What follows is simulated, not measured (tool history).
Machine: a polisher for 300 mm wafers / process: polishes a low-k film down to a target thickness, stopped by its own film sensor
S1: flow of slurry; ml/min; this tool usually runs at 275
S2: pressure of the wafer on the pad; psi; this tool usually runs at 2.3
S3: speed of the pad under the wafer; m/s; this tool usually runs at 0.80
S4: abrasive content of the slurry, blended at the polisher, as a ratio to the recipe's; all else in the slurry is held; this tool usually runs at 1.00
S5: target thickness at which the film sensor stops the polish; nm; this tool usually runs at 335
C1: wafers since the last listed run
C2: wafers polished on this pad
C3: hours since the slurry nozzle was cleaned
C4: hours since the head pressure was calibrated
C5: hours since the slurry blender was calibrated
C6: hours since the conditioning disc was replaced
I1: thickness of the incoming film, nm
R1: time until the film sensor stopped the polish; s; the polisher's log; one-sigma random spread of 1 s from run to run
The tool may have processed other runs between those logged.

Run 1, day 0.000: usual settings but S3 0.74 m/s, S5 331 nm; C1 0; C2 440; C3 204.9; C4 560.1; C5 238.9; C6 299.5; I1 360.6. Result: R1 81.5 s.
At day 2.825: conditioning disc replaced and pad reconditioned.
Run 2, day 3.396: usual settings but S3 0.74 m/s, S5 331 nm; C1 973; C2 1414; C3 286.4; C4 641.6; C5 320.4; C6 13.7; I1 361.2. Result: R1 81.8 s.
At day 4.658: slurry blender recalibrated.
Run 3, day 6.783: usual settings but S3 0.74 m/s, S5 331 nm; C1 971; C2 2385; C3 367.7; C4 722.9; C5 51.0; C6 95.0; I1 358.0. Result: R1 73.0 s.
Run 4, day 11.242: usual settings; C1 1310; C2 3695; C3 474.7; C4 829.9; C5 158.0; C6 202.0; I1 357.0. Result: R1 57.4 s.
At day 13.575: worn pad replaced by a new one.
Run 5, day 13.596: usual settings; C1 642; C2 6; C3 531.2; C4 886.4; C5 214.5; C6 258.5; I1 354.7. Result: R1 53.1 s.
Run 6, day 15.592: usual settings; C1 586; C2 593; C3 579.1; C4 934.3; C5 262.4; C6 306.4; I1 361.2. Result: R1 70.1 s.
Run 7, day 19.258: usual settings; C1 1077; C2 1670; C3 667.1; C4 1022.3; C5 350.4; C6 394.4; I1 359.1. Result: R1 64.6 s.
At day 20.083: slurry nozzle cleaned.
At day 20.300: conditioning disc replaced and pad reconditioned.
At day 22.017: slurry blender recalibrated.
At day 28.350: worn pad replaced by a new one, of another model than before.
At day 30.862: head pressure recalibrated.
Run 8, day 30.883: usual settings; C1 3282; C2 719; C3 259.2; C4 0.5; C5 212.8; C6 254.0; I1 359.0. Result: R1 61.1 s.
Run 9, day 33.017: usual settings but S1 240 ml/min, S3 0.98 m/s; C1 627; C2 1346; C3 310.4; C4 51.7; C5 264.0; C6 305.2; I1 361.1. Result: R1 57.0 s.
At day 35.488: conditioning disc replaced and pad reconditioned.
At day 36.179: slurry blender recalibrated.
Run 10, day 36.400: usual settings; C1 945; C2 2292; C3 391.6; C4 132.9; C5 5.3; C6 21.9; I1 359.2. Result: R1 64.1 s.
Run 11, day 38.008: usual settings; C1 472; C2 2765; C3 430.2; C4 171.5; C5 43.9; C6 60.5; I1 355.8. Result: R1 54.6 s.
Run 12, day 42.075: usual settings; C1 1195; C2 3960; C3 527.8; C4 269.1; C5 141.5; C6 158.1; I1 359.3. Result: R1 68.0 s.
At day 43.508: worn pad replaced by a new one.
Run 13, day 45.112: usual settings but S3 0.72 m/s; C1 843; C2 471; C3 600.7; C4 342.0; C5 214.4; C6 231.0; I1 365.5. Result: R1 92.5 s.
Run 14, day 48.858: usual settings; C1 1101; C2 1572; C3 690.6; C4 431.9; C5 304.3; C6 320.9; I1 352.9. Result: R1 51.4 s.
Run 15, day 51.283: usual settings but S1 350 ml/min, S3 0.98 m/s, S4 0.80, S5 327 nm; C1 712; C2 2285; C3 748.8; C4 490.1; C5 362.5; C6 379.1; I1 360.0. Result: R1 90.2 s.
At day 51.921: slurry nozzle cleaned.
At day 51.942: slurry blender recalibrated.
At day 52.688: conditioning disc replaced and pad reconditioned.
Run 16, day 52.788: usual settings but S2 2.6 psi, S3 0.90 m/s, S4 0.80, S5 331 nm; C1 398; C2 2684; C3 20.8; C4 526.2; C5 20.3; C6 2.4; I1 357.0. Result: R1 61.4 s.
Run 17, day 57.142: usual settings but S3 0.98 m/s; C1 1279; C2 3964; C3 125.3; C4 630.7; C5 124.8; C6 106.9; I1 357.9. Result: R1 50.0 s.
At day 58.988: worn pad replaced by a new one.
Run 18, day 59.812: usual settings; C1 736; C2 243; C3 189.4; C4 694.8; C5 188.9; C6 171.0; I1 360.7. Result: R1 66.2 s.
Run 19, day 62.025: usual settings but S4 1.25; C1 650; C2 893; C3 242.5; C4 747.9; C5 242.0; C6 224.1; I1 364.5. Result: R1 70.0 s.
Run 20, day 65.304: usual settings; C1 963; C2 1857; C3 321.2; C4 826.6; C5 320.7; C6 302.8; I1 358.1. Result: R1 60.8 s.
At day 66.442: slurry blender recalibrated.
At day 68.400: conditioning disc replaced and pad reconditioned.
Run 21, day 71.879: usual settings; C1 1883; C2 3740; C3 479.0; C4 984.4; C5 130.5; C6 83.5; I1 358.8. Result: R1 63.4 s.
Run 22, day 74.212: usual settings but S3 0.74 m/s, S5 331 nm; C1 685; C2 4426; C3 535.0; C4 1040.4; C5 186.5; C6 139.5; I1 367.7. Result: R1 106.8 s.
At day 76.583: worn pad replaced by a new one.
Run 23, day 76.679: usual settings but S2 2.8 psi, S5 329 nm; C1 676; C2 28; C3 594.2; C4 1099.6; C5 245.7; C6 198.7; I1 353.0. Result: R1 58.3 s.
At day 77.142: slurry nozzle cleaned.
Run 24, day 78.525: usual settings but S1 340 ml/min, S2 1.5 psi, S5 342 nm; C1 530; C2 558; C3 33.2; C4 1143.9; C5 290.0; C6 243.0; I1 359.7. Result: R1 58.0 s.

Consider 5 possible next runs. They are alternatives, not a sequence: every one starts from the tool as it was left by run 24. What does each give?
Run A, day 78.542: usual settings but S5 338 nm; C1 4; C2 563; C3 33.6; C4 1144.3; C5 290.4; C6 243.4; I1 365.1. Result: R1 ?.
Run B, day 78.542: usual settings but S1 315 ml/min, S2 2.8 psi, S3 1.06 m/s, S5 341 nm; C1 4; C2 563; C3 33.6; C4 1144.3; C5 290.4; C6 243.4; I1 365.1. Result: R1 ?.
Run C, day 78.542: usual settings but S1 320 ml/min, S4 0.70, S5 333 nm; C1 4; C2 563; C3 33.6; C4 1144.3; C5 290.4; C6 243.4; I1 365.1. Result: R1 ?.
Run D, day 78.542: usual settings but S1 355 ml/min, S3 0.68 m/s, S5 329 nm; C1 4; C2 563; C3 33.6; C4 1144.3; C5 290.4; C6 243.4; I1 365.1. Result: R1 ?.
Run E, day 78.542: usual settings but S2 2.5 psi, S3 0.56 m/s, S4 0.85; C1 4; C2 563; C3 33.6; C4 1144.3; C5 290.4; C6 243.4; I1 365.1. Result: R1 ?.

run     R1
  A   69.7
  B   41.4
  C   92.6
  D  103.7
  E  105.3
Without the tool's unlogged condition, the same runs would have read:
run     R1
  A   69.7
  B   41.3
  C   92.5
  D  103.6
  E  105.2
